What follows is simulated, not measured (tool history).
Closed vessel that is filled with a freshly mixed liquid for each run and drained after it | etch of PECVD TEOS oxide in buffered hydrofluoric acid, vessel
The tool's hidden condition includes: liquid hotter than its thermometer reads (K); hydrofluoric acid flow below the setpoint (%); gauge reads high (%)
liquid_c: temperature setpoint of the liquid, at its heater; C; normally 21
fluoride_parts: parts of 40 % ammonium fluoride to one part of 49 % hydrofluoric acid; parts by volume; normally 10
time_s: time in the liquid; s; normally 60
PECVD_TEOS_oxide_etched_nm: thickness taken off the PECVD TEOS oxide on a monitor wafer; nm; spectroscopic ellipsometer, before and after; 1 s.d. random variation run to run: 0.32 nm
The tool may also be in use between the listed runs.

run,hour,liquid_c,fluoride_parts,time_s,wafers since the last listed run,hours since the thermometer was replaced,hours since the hydrofluoric acid flow meter was replaced,hours since the gauge calibration,"read-back film thickness of the PECVD TEOS oxide reference wafer, read on the same gauge (nm)",PECVD_TEOS_oxide_etched_nm
1,0,21,10,60,0,759.3,39.6,349.4,100.01,55.35
2,49.3,21,10,90,5376,808.6,88.9,398.7,99.99,82.41
3,88.6,21,10,60,4285,847.9,128.2,438,100.03,55.14
4,121.8,21,10,60,3620,881.1,161.4,471.2,100,54.61
5,152.1,20,10,60,3304,911.4,191.7,501.5,100.01,51.51
6,223.2,21,10,60,7753,982.5,262.8,572.6,100.03,53.58
7,263.5,21,10,60,4394,1022.8,303.1,612.9,99.98,53.61
8,316.3,23.5,10,60,5758,1075.6,355.9,665.7,99.95,60.97
9,359.9,23.5,10,60,4754,1119.2,399.5,709.3,99.97,60.52
10,401,21,10,60,4482,1160.3,440.6,750.4,99.99,52.9
11,429.8,21,10,60,3140,1189.1,469.4,779.2,99.99,52.69
12,492.6,21,10,60,6848,1251.9,532.2,842,99.98,52.37
# hour 505: hydrofluoric acid flow meter replaced
13,530.1,22.5,13,85,3980,1289.4,25.1,879.5,99.96,65.9
14,555.4,21,10,60,2759,1314.7,50.4,904.8,99.97,54.81
# hour 555.8: gauge calibrated
15,607.8,18.5,13,30,5714,1367.1,102.8,52,100,18.39
16,641.7,21,10,60,3697,1401,136.7,85.9,99.99,54.53
17,692.2,21,10,60,5507,1451.5,187.2,136.4,100.02,54.51
18,719.8,21,14,60,3009,1479.1,214.8,164,100.01,39
19,745.2,21,12.5,40,2770,1504.5,240.2,189.4,99.99,28.87
20,773.2,19,8.5,60,3053,1532.5,268.2,217.4,100.03,54.05
21,830.1,26,13,75,6205,1589.4,325.1,274.3,99.98,67.97
22,867.5,17,10,40,4078,1626.8,362.5,311.7,100.01,28.28
23,920,23.5,8.5,45,5725,1679.3,415,364.2,99.98,51.21
# hour 940.6: thermometer replaced
24,959.7,17,7,40,4220,19.1,454.7,403.9,100.02,38.62
25,1000.5,21,9,60,4449,59.9,495.5,444.7,100,56.43
# hour 1071.9: hydrofluoric acid flow meter replaced
26,1072.4,21,10,60,7732,131.8,0.5,516.6,100,55.63
27,1207.3,22.5,14,75,14711,266.7,135.4,651.5,100,53.78
28,1242.4,24.5,10,60,3827,301.8,170.5,686.6,100.01,65.84
29,1307.6,21,10,60,7110,367,235.7,751.8,99.99,54.48
30,1354.2,21,10,60,5082,413.6,282.3,798.4,100.02,53.4
31,1395.6,21,10,60,4514,455,323.7,839.8,99.99,53.57
32,1442.2,21,12,40,5082,501.6,370.3,886.4,100.02,29.5
33,1495.3,19,10,60,5790,554.7,423.4,939.5,100,47.2
34,1559.5,18,8,30,7001,618.9,487.6,1003.7,99.99,26.47

Alternative continuations, all from the tool just after run 34; predict every row:
A,1560.2,21,10,60,76,619.6,488.3,1004.4,?,?
B,1560.2,18,8,95,76,619.6,488.3,1004.4,?,?
C,1560.2,21,8,85,76,619.6,488.3,1004.4,?,?

run,"read-back film thickness of the PECVD TEOS oxide reference wafer, read on the same gauge (nm)",PECVD_TEOS_oxide_etched_nm
A,99.98,51.94
B,99.98,83.69
C,99.98,88.62
Without the tool's unlogged condition, the same runs would have read:
run,PECVD_TEOS_oxide_etched_nm
A,55.77
B,90.6
C,95.93

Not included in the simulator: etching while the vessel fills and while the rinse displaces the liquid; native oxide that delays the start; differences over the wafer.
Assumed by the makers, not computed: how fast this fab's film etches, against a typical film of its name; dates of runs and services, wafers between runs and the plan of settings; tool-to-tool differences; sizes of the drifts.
